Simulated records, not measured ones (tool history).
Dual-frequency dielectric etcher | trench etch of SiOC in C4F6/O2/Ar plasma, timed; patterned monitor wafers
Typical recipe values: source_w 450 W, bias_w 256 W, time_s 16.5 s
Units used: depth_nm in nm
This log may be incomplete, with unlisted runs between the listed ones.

run,hour,source_w,bias_w,time_s,"read-back reference wafer on the same gauge, depth_nm",depth_nm
1,0.0,450,256,16.5,44.70,41.32
2,7.9,450,256,14.0,44.71,35.19
3,18.2,450,256,14.0,44.72,35.10
4,34.0,450,256,16.5,44.69,41.47
5,86.3,450,256,16.5,44.72,41.49
6,104.3,450,256,16.5,44.71,41.59
7,113.5,450,256,16.5,44.71,41.57
8,126.4,450,256,16.5,44.70,41.54
# hour 132.9: bias power generator calibrated
9,136.0,450,256,16.5,44.71,41.52
# hour 161.1: upper electrode replaced
10,161.6,450,256,16.5,44.70,41.57
11,161.9,450,256,16.5,44.71,41.62
12,162.2,450,256,16.5,44.70,41.60
# hour 164.6: gauge calibrated
13,165.4,450,256,16.5,44.70,41.46
14,179.3,500,256,16.5,44.70,43.40
15,193.3,510,296,18.5,44.71,52.06
16,204.4,450,256,16.5,44.70,41.57
17,217.4,500,256,16.5,44.70,43.52
18,228.2,550,203,18.5,44.69,46.11
19,243.4,350,303,12.0,44.70,29.24
20,254.5,450,256,18.0,44.70,45.39
# hour 273.2: source power generator calibrated
21,273.7,450,256,16.5,44.68,41.73
22,287.1,350,256,13.0,44.69,29.63
# hour 316.1: wet clean of the chamber
23,316.6,510,221,12.0,44.70,29.78
24,316.9,450,256,11.5,44.70,28.78
25,328.1,450,256,13.0,44.70,32.50
26,345.4,450,256,13.0,44.70,32.58
27,359.0,530,201,16.5,44.70,40.19
28,375.0,450,275,18.0,44.70,46.60
29,389.7,450,256,16.5,44.69,41.50
30,407.0,450,256,16.5,44.71,41.28

Hidden state or all else? Some run-to-run changes of depth_nm, split into what the settings, what came in and random variation would give without the hidden state, and what is left for the hidden state (with any gauge scatter that isn't in both results):
The hidden state here: etch rate over this chamber's usual, %; source power that arrives over what is set, %; bias power that arrives over what is set, %; gauge reads high (%).
Run 18 -> 19: source_w 550 -> 350, bias_w 203 -> 303, time_s 18.5 -> 12.0. depth_nm -16.87 nm: hidden state -0.18, all else -16.69.
Run 19 -> 20: source_w 350 -> 450, bias_w 303 -> 256, time_s 12.0 -> 18.0. depth_nm +16.15 nm: hidden state +0.21, all else +15.94.
Run 21 -> 22: source_w 450 -> 350, time_s 16.5 -> 13.0. depth_nm -12.10 nm: hidden state -0.14, all else -11.96.
Run 22 -> 23: source_w 350 -> 510, bias_w 256 -> 221, time_s 13.0 -> 12.0, wet clean of the chamber. depth_nm +0.15 nm: hidden state -0.34, all else +0.49.

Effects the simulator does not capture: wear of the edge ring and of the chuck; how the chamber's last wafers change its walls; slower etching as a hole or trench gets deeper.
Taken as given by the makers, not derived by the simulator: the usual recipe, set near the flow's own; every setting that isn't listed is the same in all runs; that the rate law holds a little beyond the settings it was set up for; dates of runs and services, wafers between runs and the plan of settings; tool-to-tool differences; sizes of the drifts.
